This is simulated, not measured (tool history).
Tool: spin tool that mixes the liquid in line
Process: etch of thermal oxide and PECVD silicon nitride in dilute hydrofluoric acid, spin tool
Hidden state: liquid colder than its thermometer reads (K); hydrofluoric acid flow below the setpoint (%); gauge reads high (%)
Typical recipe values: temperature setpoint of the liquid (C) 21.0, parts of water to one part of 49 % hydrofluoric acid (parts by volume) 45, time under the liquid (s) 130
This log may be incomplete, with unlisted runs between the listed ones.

run	day	temperature setpoint of the liquid (C)	parts of water to one part of 49 % hydrofluoric acid (parts by volume)	time under the liquid (s)	wafers since the last listed run	hours since the thermometer was replaced	hours since the hydrofluoric acid flow meter was replaced	hours since the gauge calibration	read-back film thickness of the thermal oxide reference wafer, read on the same gauge (nm)	read-back film thickness of the PECVD silicon nitride reference wafer, read on the same gauge (nm)	thickness taken off the thermal oxide on a monitor wafer (angstrom)	thickness taken off the PECVD silicon nitride on a monitor wafer (angstrom)
1	0.000	21.0	45	80	0	2720.8	369.5	234.8	139.99	70.00	74.2	34.3
2	0.988	21.0	45	80	172	2744.5	393.2	258.5	140.00	69.99	74.1	34.1
# day 2.458: gauge calibrated
3	5.175	21.0	45	75	731	2845.0	493.7	65.2	139.99	70.00	68.4	31.8
4	6.612	21.0	45	75	251	2879.5	528.2	99.7	140.01	69.99	69.1	32.0
5	10.246	21.0	35	130	634	2966.7	615.4	186.9	140.00	70.01	154.9	70.0
# day 10.521: hydrofluoric acid flow meter replaced
6	12.367	21.0	35	130	363	3017.6	44.3	237.8	139.99	70.00	153.5	69.5
7	13.112	21.0	45	130	130	3035.5	62.2	255.7	140.01	70.02	118.3	54.4
8	13.888	21.0	45	130	135	3054.1	80.8	274.3	140.01	70.00	118.8	54.6
9	15.075	24.0	65	205	207	3082.6	109.3	302.8	140.00	70.00	143.8	73.7
# day 15.421: gauge calibrated
# day 15.533: thermometer replaced
10	15.942	21.0	55	130	144	9.8	130.1	12.5	140.01	70.00	106.7	53.8
11	16.762	21.0	55	130	143	29.5	149.8	32.2	140.00	69.99	107.2	53.0
12	17.308	23.5	35	175	95	42.6	162.9	45.3	140.01	70.01	257.6	133.2
13	18.592	21.0	45	175	224	73.4	193.7	76.1	139.99	70.00	179.3	87.3
14	19.525	21.0	45	130	163	95.8	216.1	98.5	139.98	70.00	132.0	64.8
15	20.046	17.0	60	130	91	108.3	228.6	111.0	140.01	70.02	81.4	37.0
16	21.288	21.0	50	165	217	138.1	258.4	140.8	140.01	70.00	149.7	73.2

4 ways to go on from here, each from the tool as it stands after run 16. What would each give?
A	21.308	21.0	60	130	3	138.6	258.9	141.3	?	?	?	?
B	21.308	21.0	45	160	3	138.6	258.9	141.3	?	?	?	?
C	21.308	23.5	25	155	3	138.6	258.9	141.3	?	?	?	?
D	21.308	21.0	25	155	3	138.6	258.9	141.3	?	?	?	?

run	read-back film thickness of the thermal oxide reference wafer, read on the same gauge (nm)	read-back film thickness of the PECVD silicon nitride reference wafer, read on the same gauge (nm)	thickness taken off the thermal oxide on a monitor wafer (angstrom)	thickness taken off the PECVD silicon nitride on a monitor wafer (angstrom)
A	140.00	70.00	97.3	48.3
B	140.00	70.00	162.7	78.7
C	140.00	70.00	323.5	159.8
D	140.00	70.00	290.7	134.4
What these runs would have given with no unlogged condition in the tool:
run	thickness taken off the thermal oxide on a monitor wafer (angstrom)	thickness taken off the PECVD silicon nitride on a monitor wafer (angstrom)
A	99.0	49.6
B	165.5	80.9
C	329.0	164.3
D	295.8	138.2

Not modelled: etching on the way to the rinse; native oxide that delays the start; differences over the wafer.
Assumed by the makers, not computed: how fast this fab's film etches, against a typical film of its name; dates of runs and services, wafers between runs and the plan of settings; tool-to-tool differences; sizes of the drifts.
